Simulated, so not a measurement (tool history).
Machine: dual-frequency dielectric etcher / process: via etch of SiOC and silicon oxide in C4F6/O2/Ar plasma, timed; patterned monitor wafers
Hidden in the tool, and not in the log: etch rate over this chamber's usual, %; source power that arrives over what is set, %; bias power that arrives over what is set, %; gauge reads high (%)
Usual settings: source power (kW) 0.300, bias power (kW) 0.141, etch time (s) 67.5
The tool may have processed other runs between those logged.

run	hour	source power (kW)	bias power (kW)	etch time (s)	wafers since the last listed run	hours since the last wet clean	hours since the last source power generator calibration	hours since the last bias power generator calibration	hours since the last upper electrode change	hours since the gauge calibration	read-back reference wafer on the same gauge, depth_nm	mean etch depth across the wafer (Å)
1	0.0	0.270	0.141	81.5	0	138.0	5137.8	4055.2	4918.9	161.3	54.4	731
2	10.2	0.250	0.157	67.5	159	148.2	5148.0	4065.4	4929.1	171.5	54.5	615
3	21.9	0.250	0.157	67.5	183	159.9	5159.7	4077.1	4940.8	183.2	54.4	622
4	37.7	0.360	0.141	63.0	247	175.7	5175.5	4092.9	4956.6	199.0	54.4	627
5	46.7	0.300	0.141	67.5	140	184.7	5184.5	4101.9	4965.6	208.0	54.4	634
6	61.8	0.300	0.141	67.5	236	199.8	5199.6	4117.0	4980.7	223.1	54.4	632
7	78.4	0.300	0.141	67.5	259	216.4	5216.2	4133.6	4997.3	239.7	54.4	631
8	96.4	0.300	0.141	67.5	281	234.4	5234.2	4151.6	5015.3	257.7	54.4	631
9	103.0	0.300	0.141	67.5	103	241.0	5240.8	4158.2	5021.9	264.3	54.4	626
10	119.5	0.300	0.150	67.5	258	257.5	5257.3	4174.7	5038.4	280.8	54.4	647
11	125.9	0.300	0.150	67.5	100	263.9	5263.7	4181.1	5044.8	287.2	54.4	649
# hour 141.9: source power generator calibrated
12	142.4	0.300	0.141	67.5	195	280.4	0.5	4197.6	5061.3	303.7	54.4	629
# hour 142.8: gauge calibrated
13	153.5	0.300	0.141	67.5	173	291.5	11.6	4208.7	5072.4	10.7	54.4	632
14	167.7	0.300	0.141	67.5	222	305.7	25.8	4222.9	5086.6	24.9	54.4	632
15	184.5	0.230	0.152	53.0	262	322.5	42.6	4239.7	5103.4	41.7	54.4	472
# hour 211.1: wet clean of the chamber
16	211.6	0.340	0.155	86.0	48	0.5	69.7	4266.8	5130.5	68.8	54.5	838
17	211.9	0.300	0.141	67.5	4	0.8	70.0	4267.1	5130.8	69.1	54.5	607
18	223.5	0.370	0.141	80.0	181	12.4	81.6	4278.7	5142.4	80.7	54.4	766

Expected results for the next run?
# hour 254.1: bias power generator calibrated
# hour 255.4: upper electrode replaced
19	255.9	0.300	0.141	81.0	423	44.8	114.0	1.8	0.5	113.1	?	?

{"run 19": {"read-back reference wafer on the same gauge, depth_nm": 54.4, "mean etch depth across the wafer (Å)": 729}}
Had the tool carried no hidden state, the very same run would have given mean etch depth across the wafer (Å) 750.
